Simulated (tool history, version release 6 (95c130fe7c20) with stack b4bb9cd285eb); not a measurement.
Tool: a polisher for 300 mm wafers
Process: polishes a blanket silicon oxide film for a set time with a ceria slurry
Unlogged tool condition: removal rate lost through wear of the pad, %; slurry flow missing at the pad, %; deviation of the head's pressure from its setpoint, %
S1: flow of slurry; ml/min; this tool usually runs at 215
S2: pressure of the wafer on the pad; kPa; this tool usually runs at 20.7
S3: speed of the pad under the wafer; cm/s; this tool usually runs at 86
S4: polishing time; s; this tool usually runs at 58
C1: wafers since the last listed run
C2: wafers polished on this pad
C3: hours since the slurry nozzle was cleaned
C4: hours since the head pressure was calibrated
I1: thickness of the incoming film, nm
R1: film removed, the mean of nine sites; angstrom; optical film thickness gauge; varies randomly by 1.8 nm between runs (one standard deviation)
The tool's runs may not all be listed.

{"run": 1, "day": 0.0, "S1": 215, "S2": 20.7, "S3": 86, "S4": 67, "C1": 0, "C2": 876, "C3": 71.2, "C4": 409.9, "I1": 968.1, "R1": 2348}
{"day": 1.283, "done": "worn pad replaced by a new one"}
{"run": 2, "day": 1.321, "S1": 215, "S2": 20.7, "S3": 86, "S4": 58, "C1": 368, "C2": 11, "C3": 102.9, "C4": 441.6, "I1": 962.7, "R1": 2070}
{"run": 3, "day": 1.842, "S1": 215, "S2": 20.7, "S3": 92, "S4": 58, "C1": 166, "C2": 178, "C3": 115.4, "C4": 454.1, "I1": 961.6, "R1": 2195}
{"run": 4, "day": 3.058, "S1": 215, "S2": 20.7, "S3": 92, "S4": 58, "C1": 388, "C2": 566, "C3": 144.6, "C4": 483.3, "I1": 943.1, "R1": 2149}
{"run": 5, "day": 3.9, "S1": 215, "S2": 20.7, "S3": 86, "S4": 58, "C1": 268, "C2": 835, "C3": 164.8, "C4": 503.5, "I1": 960.2, "R1": 2031}
{"day": 5.608, "done": "worn pad replaced by a new one"}
{"run": 6, "day": 6.271, "S1": 215, "S2": 20.7, "S3": 86, "S4": 58, "C1": 704, "C2": 212, "C3": 221.7, "C4": 560.4, "I1": 963.3, "R1": 2011}
{"day": 9.854, "done": "worn pad replaced by a new one, of another model than before"}
{"day": 9.867, "done": "slurry nozzle cleaned"}
{"run": 7, "day": 10.462, "S1": 215, "S2": 20.7, "S3": 86, "S4": 58, "C1": 1282, "C2": 190, "C3": 14.3, "C4": 661.0, "I1": 966.5, "R1": 2041}
{"run": 8, "day": 11.612, "S1": 215, "S2": 24.1, "S3": 86, "S4": 58, "C1": 367, "C2": 558, "C3": 41.9, "C4": 688.6, "I1": 969.1, "R1": 2169}
{"run": 9, "day": 12.404, "S1": 215, "S2": 24.1, "S3": 86, "S4": 58, "C1": 252, "C2": 811, "C3": 60.9, "C4": 707.6, "I1": 955.9, "R1": 2201}
{"run": 10, "day": 12.904, "S1": 215, "S2": 14.5, "S3": 102, "S4": 58, "C1": 159, "C2": 970, "C3": 72.9, "C4": 719.6, "I1": 969.6, "R1": 1986}
{"day": 13.342, "done": "head pressure recalibrated"}
{"run": 11, "day": 14.133, "S1": 215, "S2": 20.7, "S3": 86, "S4": 58, "C1": 366, "C2": 1336, "C3": 102.4, "C4": 19.0, "I1": 973.3, "R1": 2010}
{"day": 14.754, "done": "worn pad replaced by a new one"}
{"run": 12, "day": 15.079, "S1": 215, "S2": 20.7, "S3": 100, "S4": 51, "C1": 248, "C2": 104, "C3": 125.1, "C4": 41.7, "I1": 961.5, "R1": 2010}
{"run": 13, "day": 16.438, "S1": 215, "S2": 20.7, "S3": 76, "S4": 38, "C1": 433, "C2": 538, "C3": 157.7, "C4": 74.3, "I1": 974.6, "R1": 1192}

For run 14, what comes out?
{"run": 14, "day": 17.758, "S1": 250, "S2": 25.5, "S3": 70, "S4": 41, "C1": 421, "C2": 959, "C3": 189.4, "C4": 106.0, "I1": 946.8, "R1": "?"}

R1: 1382 angstrom
Had the tool carried no hidden state, the very same run would have given R1 1426 angstrom.

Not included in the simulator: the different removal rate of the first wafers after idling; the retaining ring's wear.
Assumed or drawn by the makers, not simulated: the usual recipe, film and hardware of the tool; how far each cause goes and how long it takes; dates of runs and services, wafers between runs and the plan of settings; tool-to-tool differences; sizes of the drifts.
